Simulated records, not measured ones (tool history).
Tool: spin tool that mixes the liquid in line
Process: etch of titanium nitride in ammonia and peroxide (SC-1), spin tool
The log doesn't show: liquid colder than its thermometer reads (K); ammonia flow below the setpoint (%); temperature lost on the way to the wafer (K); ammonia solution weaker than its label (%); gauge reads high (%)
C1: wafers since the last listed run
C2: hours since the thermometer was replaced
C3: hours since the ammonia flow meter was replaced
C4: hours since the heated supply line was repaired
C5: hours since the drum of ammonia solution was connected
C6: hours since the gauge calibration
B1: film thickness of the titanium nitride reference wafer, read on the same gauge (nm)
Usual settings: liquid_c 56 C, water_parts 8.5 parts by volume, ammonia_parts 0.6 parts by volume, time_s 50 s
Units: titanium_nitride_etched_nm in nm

{"run": 1, "hour": 0.0, "liquid_c": 60.5, "water_parts": 8.5, "ammonia_parts": 0.6, "time_s": 50, "C1": 0, "C2": 2680.9, "C3": 1080.9, "C4": 3005.2, "C5": 123.5, "C6": 727.5, "B1": 109.98, "titanium_nitride_etched_nm": 7.62}
{"run": 2, "hour": 59.1, "liquid_c": 60.5, "water_parts": 8.5, "ammonia_parts": 0.6, "time_s": 50, "C1": 718, "C2": 2740, "C3": 1140, "C4": 3064.3, "C5": 182.6, "C6": 786.6, "B1": 109.97, "titanium_nitride_etched_nm": 7.54}
{"run": 3, "hour": 116.3, "liquid_c": 56, "water_parts": 8.5, "ammonia_parts": 0.6, "time_s": 50, "C1": 695, "C2": 2797.2, "C3": 1197.2, "C4": 3121.5, "C5": 239.8, "C6": 843.8, "B1": 110.03, "titanium_nitride_etched_nm": 5.65}
{"run": 4, "hour": 160.8, "liquid_c": 56, "water_parts": 8.5, "ammonia_parts": 0.6, "time_s": 50, "C1": 540, "C2": 2841.7, "C3": 1241.7, "C4": 3166, "C5": 284.3, "C6": 888.3, "B1": 109.95, "titanium_nitride_etched_nm": 5.68}
{"run": 5, "hour": 215.3, "liquid_c": 56, "water_parts": 8.5, "ammonia_parts": 0.6, "time_s": 50, "C1": 662, "C2": 2896.2, "C3": 1296.2, "C4": 3220.5, "C5": 338.8, "C6": 942.8, "B1": 110, "titanium_nitride_etched_nm": 5.64}
{"hour": 221.6, "done": "thermometer replaced"}
{"run": 6, "hour": 247.7, "liquid_c": 56, "water_parts": 10, "ammonia_parts": 0.5, "time_s": 30, "C1": 381, "C2": 26.1, "C3": 1328.6, "C4": 3252.9, "C5": 371.2, "C6": 975.2, "B1": 109.94, "titanium_nitride_etched_nm": 3.02}
{"run": 7, "hour": 277.5, "liquid_c": 56, "water_parts": 10.5, "ammonia_parts": 0.6, "time_s": 35, "C1": 362, "C2": 55.9, "C3": 1358.4, "C4": 3282.7, "C5": 401, "C6": 1005, "B1": 110, "titanium_nitride_etched_nm": 3.5}
{"hour": 336.5, "done": "new drum of ammonia solution connected"}
{"run": 8, "hour": 341.6, "liquid_c": 56, "water_parts": 8.5, "ammonia_parts": 0.3, "time_s": 50, "C1": 766, "C2": 120, "C3": 1422.5, "C4": 3346.8, "C5": 5.1, "C6": 1069.1, "B1": 110.02, "titanium_nitride_etched_nm": 4.99}
{"hour": 395.1, "done": "heated supply line repaired"}
{"run": 9, "hour": 406.9, "liquid_c": 56, "water_parts": 8.5, "ammonia_parts": 0.6, "time_s": 50, "C1": 781, "C2": 185.3, "C3": 1487.8, "C4": 11.8, "C5": 70.4, "C6": 1134.4, "B1": 109.99, "titanium_nitride_etched_nm": 5.59}
{"run": 10, "hour": 476.1, "liquid_c": 49.5, "water_parts": 8.5, "ammonia_parts": 0.6, "time_s": 50, "C1": 840, "C2": 254.5, "C3": 1557, "C4": 81, "C5": 139.6, "C6": 1203.6, "B1": 110.01, "titanium_nitride_etched_nm": 3.58}
{"run": 11, "hour": 505.4, "liquid_c": 51, "water_parts": 8.5, "ammonia_parts": 0.45, "time_s": 50, "C1": 356, "C2": 283.8, "C3": 1586.3, "C4": 110.3, "C5": 168.9, "C6": 1232.9, "B1": 110.01, "titanium_nitride_etched_nm": 3.83}
{"hour": 535.2, "done": "gauge calibrated"}
{"run": 12, "hour": 542.5, "liquid_c": 56, "water_parts": 8.5, "ammonia_parts": 0.6, "time_s": 50, "C1": 450, "C2": 320.9, "C3": 1623.4, "C4": 147.4, "C5": 206, "C6": 7.3, "B1": 110, "titanium_nitride_etched_nm": 5.62}
{"run": 13, "hour": 592.4, "liquid_c": 56, "water_parts": 8.5, "ammonia_parts": 0.6, "time_s": 65, "C1": 606, "C2": 370.8, "C3": 1673.3, "C4": 197.3, "C5": 255.9, "C6": 57.2, "B1": 110, "titanium_nitride_etched_nm": 7.23}
{"run": 14, "hour": 648.2, "liquid_c": 62.5, "water_parts": 8.5, "ammonia_parts": 0.6, "time_s": 50, "C1": 678, "C2": 426.6, "C3": 1729.1, "C4": 253.1, "C5": 311.7, "C6": 113, "B1": 109.95, "titanium_nitride_etched_nm": 8.61}
{"run": 15, "hour": 674.0, "liquid_c": 56, "water_parts": 8.5, "ammonia_parts": 0.6, "time_s": 50, "C1": 313, "C2": 452.4, "C3": 1754.9, "C4": 278.9, "C5": 337.5, "C6": 138.8, "B1": 110.03, "titanium_nitride_etched_nm": 5.58}
{"hour": 708.6, "done": "ammonia flow meter replaced"}
{"run": 16, "hour": 710.6, "liquid_c": 56, "water_parts": 8.5, "ammonia_parts": 0.35, "time_s": 50, "C1": 432, "C2": 489, "C3": 2, "C4": 315.5, "C5": 374.1, "C6": 175.4, "B1": 110.03, "titanium_nitride_etched_nm": 5.22}
{"run": 17, "hour": 745.3, "liquid_c": 49.5, "water_parts": 11.5, "ammonia_parts": 0.5, "time_s": 50, "C1": 421, "C2": 523.7, "C3": 36.7, "C4": 350.2, "C5": 408.8, "C6": 210.1, "B1": 109.99, "titanium_nitride_etched_nm": 3.05}
{"hour": 793.9, "done": "new drum of ammonia solution connected"}
{"run": 18, "hour": 806.7, "liquid_c": 56, "water_parts": 8.5, "ammonia_parts": 0.6, "time_s": 50, "C1": 733, "C2": 585.1, "C3": 98.1, "C4": 411.6, "C5": 12.8, "C6": 271.5, "B1": 110.01, "titanium_nitride_etched_nm": 5.78}
{"run": 19, "hour": 865.0, "liquid_c": 56, "water_parts": 6, "ammonia_parts": 0.7, "time_s": 80, "C1": 708, "C2": 643.4, "C3": 156.4, "C4": 469.9, "C5": 71.1, "C6": 329.8, "B1": 110.02, "titanium_nitride_etched_nm": 11.02}
{"run": 20, "hour": 924.4, "liquid_c": 61.5, "water_parts": 7, "ammonia_parts": 0.5, "time_s": 65, "C1": 721, "C2": 702.8, "C3": 215.8, "C4": 529.3, "C5": 130.5, "C6": 389.2, "B1": 110.03, "titanium_nitride_etched_nm": 11.38}
{"run": 21, "hour": 973.5, "liquid_c": 56, "water_parts": 8.5, "ammonia_parts": 0.6, "time_s": 50, "C1": 596, "C2": 751.9, "C3": 264.9, "C4": 578.4, "C5": 179.6, "C6": 438.3, "B1": 110, "titanium_nitride_etched_nm": 5.7}

Forecast run 22:
{"run": 22, "hour": 1017.7, "liquid_c": 64, "water_parts": 8.5, "ammonia_parts": 0.3, "time_s": 50, "C1": 537, "C2": 796.1, "C3": 309.1, "C4": 622.6, "C5": 223.8, "C6": 482.5, "B1": "?", "titanium_nitride_etched_nm": "?"}

Run 22 gave B1 109.98, titanium_nitride_etched_nm 8.51 nm.
Without the tool's hidden state the same run would have given titanium_nitride_etched_nm 8.55 nm.
